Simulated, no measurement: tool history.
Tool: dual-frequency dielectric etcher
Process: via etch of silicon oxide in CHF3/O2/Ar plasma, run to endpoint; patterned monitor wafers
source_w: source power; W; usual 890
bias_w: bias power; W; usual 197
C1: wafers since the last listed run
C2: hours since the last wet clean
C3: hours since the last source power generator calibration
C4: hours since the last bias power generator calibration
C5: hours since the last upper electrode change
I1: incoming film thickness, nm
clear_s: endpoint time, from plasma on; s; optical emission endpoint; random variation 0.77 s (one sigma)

Run 1, hour 0: usual settings but source_w 740 W; C1 0; C2 97.1; C3 3156.8; C4 3450.6; C5 4267.3; I1 614.4. Result: clear_s 263.1 s.
Run 2, hour 10.1: usual settings but source_w 740 W; C1 62; C2 107.2; C3 3166.9; C4 3460.7; C5 4277.4; I1 614.4. Result: clear_s 264 s.
Run 3, hour 18.2: usual settings; C1 50; C2 115.3; C3 3175; C4 3468.8; C5 4285.5; I1 612.9. Result: clear_s 239.2 s.
Run 4, hour 32.5: usual settings; C1 88; C2 129.6; C3 3189.3; C4 3483.1; C5 4299.8; I1 608.4. Result: clear_s 237.7 s.
Run 5, hour 44.4: usual settings; C1 74; C2 141.5; C3 3201.2; C4 3495; C5 4311.7; I1 610.2. Result: clear_s 238.5 s.
Run 6, hour 53.4: usual settings but bias_w 236 W; C1 56; C2 150.5; C3 3210.2; C4 3504; C5 4320.7; I1 616.3. Result: clear_s 228.8 s.
Run 7, hour 63.7: usual settings but bias_w 236 W; C1 64; C2 160.8; C3 3220.5; C4 3514.3; C5 4331; I1 611.9. Result: clear_s 227.4 s.
At hour 82.7: source power generator calibrated.
Run 8, hour 83.2: usual settings; C1 96; C2 180.3; C3 0.5; C4 3533.8; C5 4350.5; I1 612.5. Result: clear_s 238.2 s.
At hour 141: upper electrode replaced.
Run 9, hour 141.5: usual settings; C1 213; C2 238.6; C3 58.8; C4 3592.1; C5 0.5; I1 613.5. Result: clear_s 238.3 s.
Run 10, hour 141.9: usual settings; C1 2; C2 239; C3 59.2; C4 3592.5; C5 0.9; I1 611.1. Result: clear_s 237.5 s.
At hour 175.2: bias power generator calibrated.
Run 11, hour 181.2: usual settings; C1 219; C2 278.3; C3 98.5; C4 6; C5 40.2; I1 608. Result: clear_s 237.1 s.
Run 12, hour 194.2: usual settings; C1 80; C2 291.3; C3 111.5; C4 19; C5 53.2; I1 618.4. Result: clear_s 240.4 s.
Run 13, hour 207.4: usual settings; C1 82; C2 304.5; C3 124.7; C4 32.2; C5 66.4; I1 613.6. Result: clear_s 237.8 s.
Run 14, hour 221.8: usual settings but bias_w 211 W; C1 89; C2 318.9; C3 139.1; C4 46.6; C5 80.8; I1 617.6. Result: clear_s 235.1 s.
Run 15, hour 229.1: usual settings; C1 45; C2 326.2; C3 146.4; C4 53.9; C5 88.1; I1 612.4. Result: clear_s 236.7 s.
Run 16, hour 235.3: usual settings; C1 38; C2 332.4; C3 152.6; C4 60.1; C5 94.3; I1 613.3. Result: clear_s 238.6 s.
Run 17, hour 251.7: usual settings but source_w 950 W; C1 102; C2 348.8; C3 169; C4 76.5; C5 110.7; I1 613.4. Result: clear_s 230.2 s.
Run 18, hour 261.8: usual settings but source_w 780 W, bias_w 180 W; C1 62; C2 358.9; C3 179.1; C4 86.6; C5 120.8; I1 612.5. Result: clear_s 261.1 s.
Run 19, hour 274.4: usual settings but bias_w 179 W; C1 78; C2 371.5; C3 191.7; C4 99.2; C5 133.4; I1 606.3. Result: clear_s 241.9 s.
At hour 304.4: wet clean of the chamber.
Run 20, hour 304.9: usual settings but source_w 1010 W, bias_w 215 W; C1 40; C2 0.5; C3 222.2; C4 129.7; C5 163.9; I1 612.6. Result: clear_s 221.3 s.
Run 21, hour 305.3: usual settings but source_w 780 W, bias_w 232 W; C1 2; C2 0.9; C3 222.6; C4 130.1; C5 164.3; I1 610.8. Result: clear_s 244 s.
Run 22, hour 312.8: usual settings; C1 46; C2 8.4; C3 230.1; C4 137.6; C5 171.8; I1 614.5. Result: clear_s 240.8 s.
Run 23, hour 322.7: usual settings but source_w 960 W, bias_w 215 W; C1 61; C2 18.3; C3 240; C4 147.5; C5 181.7; I1 610.5. Result: clear_s 225.9 s.
Run 24, hour 333.3: usual settings; C1 65; C2 28.9; C3 250.6; C4 158.1; C5 192.3; I1 615.6. Result: clear_s 241.8 s.
Run 25, hour 339.6: usual settings but source_w 1050 W, bias_w 223 W; C1 39; C2 35.2; C3 256.9; C4 164.4; C5 198.6; I1 616.1. Result: clear_s 216 s.
Run 26, hour 347.5: usual settings; C1 49; C2 43.1; C3 264.8; C4 172.3; C5 206.5; I1 610.3. Result: clear_s 239.7 s.
Run 27, hour 377.4: usual settings; C1 186; C2 73; C3 294.7; C4 202.2; C5 236.4; I1 611.8. Result: clear_s 239.2 s.
Run 28, hour 387.9: usual settings but source_w 1000 W, bias_w 158 W; C1 65; C2 83.5; C3 305.2; C4 212.7; C5 246.9; I1 610.7. Result: clear_s 240.8 s.
Run 29, hour 396.6: usual settings but source_w 700 W, bias_w 233 W; C1 54; C2 92.2; C3 313.9; C4 221.4; C5 255.6; I1 608.7. Result: clear_s 255.9 s.
Run 30, hour 406.1: usual settings but source_w 830 W; C1 59; C2 101.7; C3 323.4; C4 230.9; C5 265.1; I1 613.8. Result: clear_s 248.4 s.
Run 31, hour 418.1: usual settings but source_w 990 W; C1 74; C2 113.7; C3 335.4; C4 242.9; C5 277.1; I1 609.8. Result: clear_s 225.9 s.
Run 32, hour 427.7: usual settings; C1 59; C2 123.3; C3 345; C4 252.5; C5 286.7; I1 609.1. Result: clear_s 239.1 s.
Run 33, hour 436.7: usual settings; C1 56; C2 132.3; C3 354; C4 261.5; C5 295.7; I1 611.8. Result: clear_s 238.9 s.
Run 34, hour 452.1: usual settings but source_w 700 W, bias_w 160 W; C1 95; C2 147.7; C3 369.4; C4 276.9; C5 311.1; I1 607.2. Result: clear_s 283.7 s.
Run 35, hour 462: usual settings but source_w 1050 W, bias_w 216 W; C1 61; C2 157.6; C3 379.3; C4 286.8; C5 321; I1 615.2. Result: clear_s 217.2 s.

What the log doesn't show, run by run:
source power that arrives over what is set, %: 0 in every run
bias power that arrives over what is set, %: 0 in every run
H1: etch rate over this chamber's usual, %
run       H1
  1    0.471
  2    0.509
  3    0.541
  4    0.596
  5    0.642
  6    0.676
  7    0.716
  8    0.791
  9     1.02
 10     1.02
 11     1.17
 12     1.22
 13     1.27
 14     1.33
 15     1.35
 16     1.38
 17     1.44
 18     1.48
 19     1.53
 20  -0.0247
 21  -0.0232
 22   0.0057
 23   0.0438
 24   0.0847
 25    0.109
 26    0.139
 27    0.255
 28    0.295
 29    0.329
 30    0.365
 31    0.411
 32    0.448
 33    0.483
 34    0.542
 35    0.581
